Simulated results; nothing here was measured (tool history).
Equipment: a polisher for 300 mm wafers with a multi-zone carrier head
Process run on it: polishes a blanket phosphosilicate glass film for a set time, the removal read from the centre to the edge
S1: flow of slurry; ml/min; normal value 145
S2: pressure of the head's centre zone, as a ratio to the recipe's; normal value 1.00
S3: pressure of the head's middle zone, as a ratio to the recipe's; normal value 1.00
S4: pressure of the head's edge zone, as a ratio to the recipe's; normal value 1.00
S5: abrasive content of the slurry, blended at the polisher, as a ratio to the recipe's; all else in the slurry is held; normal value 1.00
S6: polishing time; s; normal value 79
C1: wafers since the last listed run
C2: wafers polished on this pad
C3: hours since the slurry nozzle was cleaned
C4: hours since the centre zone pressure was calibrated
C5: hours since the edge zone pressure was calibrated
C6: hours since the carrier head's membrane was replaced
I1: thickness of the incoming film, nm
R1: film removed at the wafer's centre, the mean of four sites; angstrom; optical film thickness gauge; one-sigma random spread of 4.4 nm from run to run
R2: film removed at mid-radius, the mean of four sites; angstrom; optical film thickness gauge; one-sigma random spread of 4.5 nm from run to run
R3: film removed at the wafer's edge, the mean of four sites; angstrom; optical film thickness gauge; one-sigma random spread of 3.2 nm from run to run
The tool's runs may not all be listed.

run 1 hour=0.0 | S1=170 S2=1.00 S3=1.00 S4=1.00 S5=1.00 S6=79 | C1=0 C2=51 C3=819.9 C4=61.6 C5=230.9 C6=25.3 | I1=4340.3 | R1=4904 R2=5091 R3=4861
run 2 hour=70.3 | S1=145 S2=1.00 S3=1.00 S4=0.95 S5=0.90 S6=79 | C1=435 C2=486 C3=890.2 C4=131.9 C5=301.2 C6=95.6 | I1=4334.0 | R1=4568 R2=4666 R3=4470
-- hour=138.3 slurry nozzle cleaned
run 3 hour=142.2 | S1=145 S2=1.00 S3=1.00 S4=0.95 S5=0.90 S6=79 | C1=438 C2=925 C3=3.9 C4=203.8 C5=373.1 C6=167.5 | I1=4375.9 | R1=4603 R2=4644 R3=4439
-- hour=218.9 edge zone pressure recalibrated
run 4 hour=238.1 | S1=145 S2=1.00 S3=1.00 S4=1.00 S5=1.00 S6=79 | C1=581 C2=1506 C3=99.8 C4=299.7 C5=19.2 C6=263.4 | I1=4406.4 | R1=4664 R2=4995 R3=4802
-- hour=269.2 worn pad replaced by a new one
run 5 hour=339.1 | S1=145 S2=1.00 S3=1.00 S4=1.00 S5=1.00 S6=79 | C1=600 C2=432 C3=200.8 C4=400.7 C5=120.2 C6=364.4 | I1=4362.2 | R1=4738 R2=4879 R3=4759
run 6 hour=420.7 | S1=145 S2=1.00 S3=1.00 S4=1.00 S5=1.00 S6=79 | C1=504 C2=937 C3=282.4 C4=482.3 C5=201.8 C6=446.0 | I1=4383.8 | R1=4727 R2=4904 R3=4854
-- hour=480.0 centre zone pressure recalibrated
-- hour=504.3 worn pad replaced by a new one
run 7 hour=515.0 | S1=145 S2=1.00 S3=1.00 S4=1.00 S5=1.00 S6=79 | C1=546 C2=65 C3=376.7 C4=35.0 C5=296.1 C6=540.3 | I1=4367.7 | R1=4875 R2=4916 R3=4837
-- hour=561.6 edge zone pressure recalibrated
run 8 hour=575.5 | S1=145 S2=1.00 S3=1.00 S4=1.00 S5=1.00 S6=79 | C1=362 C2=428 C3=437.2 C4=95.5 C5=13.9 C6=600.8 | I1=4457.6 | R1=4766 R2=4902 R3=4775
run 9 hour=646.8 | S1=130 S2=1.00 S3=1.00 S4=1.00 S5=1.00 S6=79 | C1=441 C2=869 C3=508.5 C4=166.8 C5=85.2 C6=672.1 | I1=4463.8 | R1=4695 R2=4868 R3=4762
-- hour=732.2 worn pad replaced by a new one
run 10 hour=740.1 | S1=145 S2=1.00 S3=1.00 S4=1.00 S5=1.00 S6=79 | C1=552 C2=48 C3=601.8 C4=260.1 C5=178.5 C6=765.4 | I1=4292.9 | R1=4788 R2=4969 R3=4796
run 11 hour=803.4 | S1=145 S2=1.00 S3=1.05 S4=0.92 S5=1.00 S6=79 | C1=391 C2=440 C3=665.1 C4=323.4 C5=241.8 C6=828.7 | I1=4407.9 | R1=4751 R2=5165 R3=4684
-- hour=885.8 carrier head's membrane replaced by a new one
run 12 hour=889.7 | S1=145 S2=1.00 S3=1.00 S4=1.10 S5=1.00 S6=79 | C1=503 C2=943 C3=751.4 C4=409.7 C5=328.1 C6=3.9 | I1=4378.2 | R1=4776 R2=4905 R3=5075
run 13 hour=926.3 | S1=190 S2=1.00 S3=1.09 S4=1.00 S5=1.15 S6=79 | C1=226 C2=1170 C3=788.0 C4=446.3 C5=364.7 C6=40.5 | I1=4423.1 | R1=5267 R2=5826 R3=5245
-- hour=970.5 worn pad replaced by a new one
-- hour=1004.3 edge zone pressure recalibrated
run 14 hour=1005.6 | S1=145 S2=1.00 S3=1.00 S4=1.00 S5=1.00 S6=79 | C1=453 C2=204 C3=867.3 C4=525.6 C5=1.3 C6=119.8 | I1=4367.5 | R1=4725 R2=4838 R3=4817
-- hour=1031.4 slurry nozzle cleaned
run 15 hour=1052.7 | S1=175 S2=1.00 S3=0.90 S4=1.00 S5=1.00 S6=105 | C1=285 C2=490 C3=21.3 C4=572.7 C5=48.4 C6=166.9 | I1=4364.9 | R1=6530 R2=6104 R3=6538
-- hour=1083.9 centre zone pressure recalibrated
run 16 hour=1096.7 | S1=145 S2=0.91 S3=1.05 S4=1.00 S5=1.00 S6=53 | C1=259 C2=750 C3=65.3 C4=12.8 C5=92.4 C6=210.9 | I1=4435.8 | R1=2917 R2=3455 R3=3222
run 17 hour=1169.2 | S1=145 S2=1.00 S3=1.00 S4=1.00 S5=1.00 S6=79 | C1=448 C2=1198 C3=137.8 C4=85.3 C5=164.9 C6=283.4 | I1=4359.7 | R1=4718 R2=4926 R3=4849
run 18 hour=1229.1 | S1=165 S2=1.00 S3=1.00 S4=0.96 S5=1.10 S6=104 | C1=370 C2=1569 C3=197.7 C4=145.2 C5=224.8 C6=343.3 | I1=4321.6 | R1=6697 R2=6982 R3=6650
-- hour=1244.0 worn pad replaced by a new one
run 19 hour=1315.2 | S1=145 S2=0.89 S3=1.08 S4=1.00 S5=1.00 S6=61 | C1=508 C2=440 C3=283.8 C4=231.3 C5=310.9 C6=429.4 | I1=4346.1 | R1=3295 R2=4018 R3=3678

Hidden state, per run?
removal rate lost through wear of the pad, %: 0 at every run
slurry flow missing at the pad, %: 0 at every run
deviation of the centre zone's pressure from its setpoint, %: 0 at every run
deviation of the edge zone's pressure from its setpoint, %: 0 at every run
